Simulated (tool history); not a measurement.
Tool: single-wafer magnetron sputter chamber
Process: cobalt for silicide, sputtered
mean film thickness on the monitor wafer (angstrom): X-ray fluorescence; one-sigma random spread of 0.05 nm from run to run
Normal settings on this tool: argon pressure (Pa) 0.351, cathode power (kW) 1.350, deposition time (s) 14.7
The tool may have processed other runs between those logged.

run	hour	argon pressure (Pa)	cathode power (kW)	deposition time (s)	read-back reference wafer on the same gauge, thickness_nm	mean film thickness on the monitor wafer (angstrom)
1	0.0	0.351	1.350	14.7	8.600	102.40
2	85.2	0.351	1.350	14.7	8.603	101.30
3	138.8	0.351	1.350	14.7	8.594	100.70
4	218.9	0.351	1.350	14.7	8.615	101.62
# hour 250.5: sputter target and shields replaced
5	275.0	0.351	1.200	14.7	8.610	92.62
6	345.3	0.351	1.200	14.7	8.592	91.14
# hour 403.0: capacitance manometer re-zeroed and calibrated
7	403.5	0.351	1.200	14.7	8.585	93.62
8	501.7	0.351	1.350	16.1	8.599	115.18
9	576.4	0.351	1.350	16.1	8.604	113.63
10	651.9	0.351	1.350	16.1	8.600	113.92
# hour 697.8: sputter target and shields replaced
11	738.0	0.309	1.350	15.9	8.595	116.97
12	789.5	0.309	1.350	15.9	8.609	117.22
# hour 801.2: gauge calibrated
13	852.1	0.309	1.350	15.9	8.594	114.70
14	937.6	0.351	1.450	14.7	8.618	111.43
15	1038.9	0.351	1.350	14.7	8.616	103.28
# hour 1070.5: magnet pack replaced
16	1124.3	0.433	1.250	16.1	8.607	101.64
17	1189.5	0.351	1.200	14.7	8.622	91.49
# hour 1238.9: sputter target and shields replaced
18	1293.5	0.351	1.350	14.7	8.598	105.28
19	1388.4	0.451	1.500	16.3	8.590	121.48
20	1451.6	0.351	1.550	17.3	8.596	139.50
21	1527.6	0.481	1.350	14.7	8.585	96.87
# hour 1610.1: capacitance manometer re-zeroed and calibrated
22	1630.1	0.248	1.500	16.0	8.595	130.88
23	1704.7	0.351	1.050	14.7	8.594	81.17
# hour 1756.0: sputter target and shields replaced
24	1806.9	0.309	1.350	15.9	8.587	117.28
25	1883.5	0.309	1.350	15.9	8.604	116.18
26	1985.6	0.420	1.200	13.6	8.617	83.36
27	2028.7	0.427	1.150	13.5	8.601	78.04
28	2097.4	0.351	1.050	16.3	8.627	89.58
29	2168.9	0.351	1.350	14.7	8.592	103.82

Run 30 has not been measured yet. What should we expect?
# hour 2262.6: sputter target and shields replaced
30	2273.0	0.351	1.200	14.7	?	?

read-back reference wafer on the same gauge, thickness_nm: 8.585
mean film thickness on the monitor wafer (angstrom): 95.14
Without the tool's hidden state the same run would have given mean film thickness on the monitor wafer (angstrom) 96.11.
